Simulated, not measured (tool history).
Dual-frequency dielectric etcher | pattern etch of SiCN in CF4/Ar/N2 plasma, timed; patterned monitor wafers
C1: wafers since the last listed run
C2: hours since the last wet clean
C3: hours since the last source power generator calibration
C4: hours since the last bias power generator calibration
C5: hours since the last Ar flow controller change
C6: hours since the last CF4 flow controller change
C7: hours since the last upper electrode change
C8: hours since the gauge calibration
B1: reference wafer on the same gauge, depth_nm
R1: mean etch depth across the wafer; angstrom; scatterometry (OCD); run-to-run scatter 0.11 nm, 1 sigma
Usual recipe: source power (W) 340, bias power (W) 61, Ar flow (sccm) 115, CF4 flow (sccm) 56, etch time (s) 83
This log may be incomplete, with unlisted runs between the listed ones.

Run 1, day 0: usual settings; C1 0; C2 19.6; C3 2011.2; C4 0.5; C5 81.9; C6 2898; C7 103.7; C8 178.5; B1 51.21. Result: R1 524.5 angstrom.
Run 2, day 0.175: usual settings but bias power (W) 54, Ar flow (sccm) 127, CF4 flow (sccm) 44; C1 28; C2 23.8; C3 2015.4; C4 4.7; C5 86.1; C6 2902.2; C7 107.9; C8 182.7; B1 51.2. Result: R1 468.8 angstrom.
Run 3, day 1.004: usual settings but Ar flow (sccm) 131, etch time (s) 91.5; C1 133; C2 43.7; C3 2035.3; C4 24.6; C5 106; C6 2922.1; C7 127.8; C8 202.6; B1 51.19. Result: R1 558.8 angstrom.
Run 4, day 1.408: usual settings but source power (W) 380, etch time (s) 69; C1 65; C2 53.4; C3 2045; C4 34.3; C5 115.7; C6 2931.8; C7 137.5; C8 212.3; B1 51.19. Result: R1 478.3 angstrom.
Run 5, day 1.708: usual settings but bias power (W) 74, Ar flow (sccm) 143, CF4 flow (sccm) 45; C1 48; C2 60.6; C3 2052.2; C4 41.5; C5 122.9; C6 2939; C7 144.7; C8 219.5; B1 51.22. Result: R1 517.6 angstrom.
Run 6, day 2.112: usual settings but source power (W) 300; C1 65; C2 70.3; C3 2061.9; C4 51.2; C5 132.6; C6 2948.7; C7 154.4; C8 229.2; B1 51.21. Result: R1 471.2 angstrom.
At day 2.9: CF4 flow controller replaced.
Run 7, day 2.921: usual settings but bias power (W) 55, CF4 flow (sccm) 51, etch time (s) 71.5; C1 89; C2 89.7; C3 2081.3; C4 70.6; C5 152; C6 0.5; C7 173.8; C8 248.6; B1 51.21. Result: R1 429 angstrom.
Run 8, day 3.408: usual settings but Ar flow (sccm) 96; C1 78; C2 101.4; C3 2093; C4 82.3; C5 163.7; C6 12.2; C7 185.5; C8 260.3; B1 51.18. Result: R1 550.1 angstrom.
Run 9, day 3.825: usual settings but CF4 flow (sccm) 51; C1 67; C2 111.4; C3 2103; C4 92.3; C5 173.7; C6 22.2; C7 195.5; C8 270.3; B1 51.22. Result: R1 516.1 angstrom.
Run 10, day 4.3: usual settings but source power (W) 400, Ar flow (sccm) 126; C1 76; C2 122.8; C3 2114.4; C4 103.7; C5 185.1; C6 33.6; C7 206.9; C8 281.7; B1 51.21. Result: R1 590.1 angstrom.
Run 11, day 4.75: usual settings; C1 72; C2 133.6; C3 2125.2; C4 114.5; C5 195.9; C6 44.4; C7 217.7; C8 292.5; B1 51.2. Result: R1 526.5 angstrom.
At day 4.967: gauge calibrated.
Run 12, day 5.046: usual settings but CF4 flow (sccm) 62, etch time (s) 100; C1 47; C2 140.7; C3 2132.3; C4 121.6; C5 203; C6 51.5; C7 224.8; C8 1.9; B1 51.19. Result: R1 644.8 angstrom.
At day 5.621: source power generator calibrated.
Run 13, day 5.642: usual settings; C1 69; C2 155; C3 0.5; C4 135.9; C5 217.3; C6 65.8; C7 239.1; C8 16.2; B1 51.17. Result: R1 527.6 angstrom.
Run 14, day 6.2: usual settings but bias power (W) 68, CF4 flow (sccm) 48; C1 89; C2 168.4; C3 13.9; C4 149.3; C5 230.7; C6 79.2; C7 252.5; C8 29.6; B1 51.17. Result: R1 531.6 angstrom.
Run 15, day 6.675: usual settings but Ar flow (sccm) 91, CF4 flow (sccm) 50, etch time (s) 100; C1 76; C2 179.8; C3 25.3; C4 160.7; C5 242.1; C6 90.6; C7 263.9; C8 41; B1 51.22. Result: R1 660.7 angstrom.
Run 16, day 7.396: usual settings but source power (W) 400, Ar flow (sccm) 126; C1 116; C2 197.1; C3 42.6; C4 178; C5 259.4; C6 107.9; C7 281.2; C8 58.3; B1 51.21. Result: R1 589.6 angstrom.
Run 17, day 7.929: usual settings but Ar flow (sccm) 132, CF4 flow (sccm) 48; C1 85; C2 209.9; C3 55.4; C4 190.8; C5 272.2; C6 120.7; C7 294; C8 71.1; B1 51.17. Result: R1 495.4 angstrom.
Run 18, day 8.492: usual settings; C1 90; C2 223.4; C3 68.9; C4 204.3; C5 285.7; C6 134.2; C7 307.5; C8 84.6; B1 51.21. Result: R1 527.3 angstrom.
Run 19, day 9.196: usual settings but Ar flow (sccm) 127; C1 113; C2 240.3; C3 85.8; C4 221.2; C5 302.6; C6 151.1; C7 324.4; C8 101.5; B1 51.2. Result: R1 514.5 angstrom.
Run 20, day 9.804: usual settings but CF4 flow (sccm) 46; C1 98; C2 254.9; C3 100.4; C4 235.8; C5 317.2; C6 165.7; C7 339; C8 116.1; B1 51.23. Result: R1 510.5 angstrom.
Run 21, day 10.208: usual settings but Ar flow (sccm) 143, CF4 flow (sccm) 51; C1 65; C2 264.6; C3 110.1; C4 245.5; C5 326.9; C6 175.4; C7 348.7; C8 125.8; B1 51.2. Result: R1 494.4 angstrom.
Run 22, day 10.592: usual settings but source power (W) 380, etch time (s) 69; C1 61; C2 273.8; C3 119.3; C4 254.7; C5 336.1; C6 184.6; C7 357.9; C8 135; B1 51.21. Result: R1 482.3 angstrom.

Each row is a separate what-if for the run after 22, all from the same tool condition, not one after another. Results?
Run A, day 10.608: usual settings but source power (W) 400; C1 2; C2 274.2; C3 119.7; C4 255.1; C5 336.5; C6 185; C7 358.3; C8 135.4; B1 ?. Result: R1 ?.
Run B, day 10.608: usual settings but source power (W) 270, etch time (s) 63; C1 2; C2 274.2; C3 119.7; C4 255.1; C5 336.5; C6 185; C7 358.3; C8 135.4; B1 ?. Result: R1 ?.
Run C, day 10.608: usual settings but etch time (s) 106; C1 2; C2 274.2; C3 119.7; C4 255.1; C5 336.5; C6 185; C7 358.3; C8 135.4; B1 ?. Result: R1 ?.

run     B1     R1
  A  51.19  606.6
  B  51.19  330.2
  C  51.19  674.7
Without the tool's unlogged condition, the same runs would have read:
run     R1
  A  601.5
  B  327.4
  C  669.1

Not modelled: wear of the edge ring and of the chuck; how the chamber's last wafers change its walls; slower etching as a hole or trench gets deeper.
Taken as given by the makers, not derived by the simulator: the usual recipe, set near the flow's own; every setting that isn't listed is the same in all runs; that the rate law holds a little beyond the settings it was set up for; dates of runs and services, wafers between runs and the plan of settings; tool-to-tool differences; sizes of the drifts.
